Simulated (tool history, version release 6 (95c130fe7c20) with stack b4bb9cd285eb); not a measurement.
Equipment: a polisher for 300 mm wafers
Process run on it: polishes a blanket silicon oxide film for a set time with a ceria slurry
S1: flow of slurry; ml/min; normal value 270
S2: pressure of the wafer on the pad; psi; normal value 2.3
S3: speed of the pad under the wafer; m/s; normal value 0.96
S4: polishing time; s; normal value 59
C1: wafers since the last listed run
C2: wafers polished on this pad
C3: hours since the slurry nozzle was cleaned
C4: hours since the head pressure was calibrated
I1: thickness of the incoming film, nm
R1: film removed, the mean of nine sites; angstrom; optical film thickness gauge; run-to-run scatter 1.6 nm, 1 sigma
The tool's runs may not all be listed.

| run | day | S1 | S2 | S3 | S4 | C1 | C2 | C3 | C4 | I1 | R1 |
|---|---|---|---|---|---|---|---|---|---|---|---|
| 1 | 0.000 | 270 | 2.3 | 0.96 | 52 | 0 | 45 | 693.2 | 1056.4 | 1326.4 | 1352 |
| 2 | 0.771 | 270 | 2.3 | 0.96 | 52 | 124 | 169 | 711.7 | 1074.9 | 1329.4 | 1313 |
|  | 1.783 | slurry nozzle cleaned |
| 3 | 1.971 | 270 | 2.3 | 0.96 | 52 | 186 | 355 | 4.5 | 1103.7 | 1303.0 | 1425 |
| 4 | 3.467 | 270 | 2.3 | 0.96 | 59 | 240 | 596 | 40.4 | 1139.6 | 1335.0 | 1589 |
| 5 | 4.788 | 270 | 2.3 | 0.96 | 59 | 212 | 809 | 72.1 | 1171.3 | 1314.6 | 1622 |
|  | 6.325 | worn pad replaced by a new one |
| 6 | 7.071 | 270 | 2.3 | 0.96 | 75 | 340 | 120 | 126.9 | 1226.1 | 1304.4 | 2055 |
| 7 | 7.608 | 270 | 2.3 | 0.96 | 75 | 86 | 206 | 139.8 | 1239.0 | 1317.6 | 2054 |
| 8 | 8.488 | 270 | 2.3 | 0.96 | 59 | 141 | 348 | 160.9 | 1260.1 | 1312.2 | 1621 |
| 9 | 9.129 | 270 | 2.3 | 0.96 | 59 | 103 | 451 | 176.3 | 1275.5 | 1333.3 | 1586 |
| 10 | 11.254 | 270 | 1.7 | 0.96 | 59 | 342 | 794 | 227.3 | 1326.5 | 1333.1 | 1234 |
| 11 | 12.346 | 270 | 1.7 | 0.96 | 59 | 175 | 969 | 253.5 | 1352.7 | 1328.6 | 1238 |
|  | 12.675 | worn pad replaced by a new one |
| 12 | 13.692 | 340 | 2.3 | 0.96 | 59 | 189 | 163 | 285.8 | 1385.0 | 1329.8 | 1596 |
| 13 | 16.100 | 340 | 2.3 | 0.96 | 59 | 387 | 551 | 343.6 | 1442.8 | 1306.3 | 1654 |
| 14 | 16.838 | 230 | 2.3 | 0.96 | 45 | 118 | 670 | 361.3 | 1460.5 | 1311.5 | 1194 |
|  | 17.679 | head pressure recalibrated |
| 15 | 17.821 | 230 | 2.3 | 0.96 | 45 | 144 | 815 | 384.9 | 3.4 | 1313.7 | 1208 |
| 16 | 18.858 | 270 | 2.3 | 0.96 | 59 | 167 | 982 | 409.8 | 28.3 | 1343.1 | 1563 |
|  | 19.433 | worn pad replaced by a new one |
| 17 | 20.346 | 270 | 3.0 | 1.22 | 59 | 212 | 147 | 445.5 | 64.0 | 1316.6 | 2408 |
| 18 | 21.333 | 230 | 2.3 | 0.96 | 45 | 159 | 306 | 469.2 | 87.7 | 1304.7 | 1170 |
| 19 | 22.338 | 225 | 2.3 | 0.96 | 48 | 161 | 467 | 493.3 | 111.8 | 1322.9 | 1237 |
| 20 | 23.254 | 270 | 2.3 | 0.96 | 59 | 147 | 615 | 515.3 | 133.8 | 1319.1 | 1538 |
| 21 | 24.454 | 185 | 2.7 | 0.80 | 72 | 193 | 808 | 544.1 | 162.6 | 1342.8 | 1835 |
| 22 | 25.167 | 300 | 2.0 | 0.76 | 48 | 114 | 923 | 561.2 | 179.7 | 1335.9 | 958 |
| 23 | 25.733 | 270 | 2.3 | 0.96 | 59 | 91 | 1014 | 574.8 | 193.3 | 1316.0 | 1531 |
| 24 | 26.396 | 345 | 2.3 | 0.96 | 59 | 106 | 1121 | 590.7 | 209.2 | 1300.9 | 1598 |
|  | 27.288 | worn pad replaced by a new one |
| 25 | 27.679 | 270 | 2.3 | 0.96 | 59 | 179 | 63 | 621.5 | 240.0 | 1300.2 | 1526 |
| 26 | 28.633 | 300 | 1.6 | 1.22 | 68 | 153 | 216 | 644.4 | 262.9 | 1314.5 | 1588 |
|  | 28.692 | slurry nozzle cleaned |
| 27 | 30.279 | 205 | 2.6 | 0.80 | 79 | 258 | 475 | 38.1 | 302.4 | 1313.5 | 2013 |
| 28 | 31.067 | 270 | 2.3 | 0.70 | 70 | 126 | 601 | 57.0 | 321.3 | 1296.2 | 1496 |
| 29 | 32.200 | 360 | 2.3 | 1.12 | 43 | 182 | 784 | 84.2 | 348.5 | 1335.7 | 1322 |
|  | 35.454 | worn pad replaced by a new one |
| 30 | 36.338 | 270 | 2.5 | 1.10 | 59 | 639 | 142 | 183.5 | 447.8 | 1318.4 | 1942 |

Below, some changes in R1 between adjacent runs. For each, the amount present without the hidden state too (settings, incoming material, random variation) and the amount remaining for the hidden state with gauge scatter not shared by both compared results:
The hidden state here: removal rate lost through wear of the pad, %; slurry flow missing at the pad, %; deviation of the head's pressure from its setpoint, %.
Run 2 -> 3: slurry nozzle cleaned. R1 +112 angstrom: hidden state +77, all else +35.
Run 16 -> 17: S2 2.3 -> 3.0, S3 0.96 -> 1.22, worn pad replaced by a new one. R1 +845 angstrom: hidden state -22, all else +867.
Run 17 -> 18: S1 270 -> 230, S2 3.0 -> 2.3, S3 1.22 -> 0.96, S4 59 -> 45. R1 -1238 angstrom: hidden state +19, all else -1257.
Run 21 -> 22: S1 185 -> 300, S2 2.7 -> 2.0, S3 0.80 -> 0.76, S4 72 -> 48. R1 -877 angstrom: hidden state +44, all else -921.
Run 26 -> 27: S1 300 -> 205, S2 1.6 -> 2.6, S3 1.22 -> 0.80, S4 68 -> 79, slurry nozzle cleaned. R1 +425 angstrom: hidden state +62, all else +363.
